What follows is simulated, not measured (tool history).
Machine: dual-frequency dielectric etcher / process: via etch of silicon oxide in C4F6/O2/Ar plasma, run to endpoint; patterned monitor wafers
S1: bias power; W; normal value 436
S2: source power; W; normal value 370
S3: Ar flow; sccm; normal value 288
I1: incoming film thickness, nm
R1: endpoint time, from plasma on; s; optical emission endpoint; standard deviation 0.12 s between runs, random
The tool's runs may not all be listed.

run,day,S1,S2,S3,I1,R1
1,0,402,410,288,168.2,38.3
2,3.808,402,410,288,166.5,38
# day 5.967: wet clean of the chamber
3,7.121,402,410,288,167.7,37.8
4,9.846,436,370,288,166.9,38.3
5,13.667,465,370,288,167,37.7
6,15.538,465,370,288,167.4,37.9
7,19.229,436,370,288,167.5,38.8
8,23.596,436,370,288,166,38.4
# day 27.954: wet clean of the chamber
# day 28.862: upper electrode replaced
9,28.883,436,370,288,168.1,37.8
10,29.604,436,370,288,167.2,37.7
11,31.388,436,370,288,167.1,37.4
12,34.204,349,370,288,167.8,40.3
13,36.804,349,370,288,166.1,39.9
14,38.325,436,370,316,166.4,38.1
15,40.496,400,300,288,166.9,41.6
# day 42.175: source power generator calibrated
# day 42.988: wet clean of the chamber, repeated, since the last time left the tool worse
16,43.008,436,370,288,167.4,38.4
17,45.096,396,440,319,166.1,37.5
18,47.7,436,370,288,165.6,38
19,49.438,328,440,288,167.3,39.4
20,51.062,406,370,260,165.9,38.4
# day 52.188: Ar flow controller replaced
21,53.162,436,430,240,167.7,35.5
22,55.096,530,450,310,166.5,34.1
23,59.458,436,370,288,166.6,38.3
24,61.146,436,340,288,166.3,39.7
# day 61.408: bias power generator calibrated
25,70.408,402,410,288,167.3,38.6
# day 71.55: wet clean of the chamber
26,74.125,436,300,354,165.2,42.5
27,76.712,328,440,288,167.3,39.2
28,80.138,488,420,307,167.6,35.9
29,84.629,342,370,288,167.3,41.4

How would selected steps in R1 from run to run divide? Give the signed amount a tool lacking its hidden state would still show from settings, what came in and random variation, and the signed amount left for the hidden state, including any gauge scatter that is not in both of the compared results.
Hidden state present: etch rate over this chamber's usual, %; bias power that arrives over what is set, %; source power that arrives over what is set, %; Ar flow that arrives over what is set, %.
Run 8 -> 9: wet clean of the chamber, upper electrode replaced. R1 -0.6 s: hidden state -1.3, all else +0.7.
Run 15 -> 16: S1 400 -> 436, S2 300 -> 370, source power generator calibrated, wet clean of the chamber, repeated, since the last time left the tool worse. R1 -3.2 s: hidden state +0.8, all else -4.
Run 22 -> 23: S1 530 -> 436, S2 450 -> 370, S3 310 -> 288. R1 +4.2 s: hidden state +0.1, all else +4.1.
Run 28 -> 29: S1 488 -> 342, S2 420 -> 370, S3 307 -> 288. R1 +5.5 s: hidden state +0.2, all else +5.3.
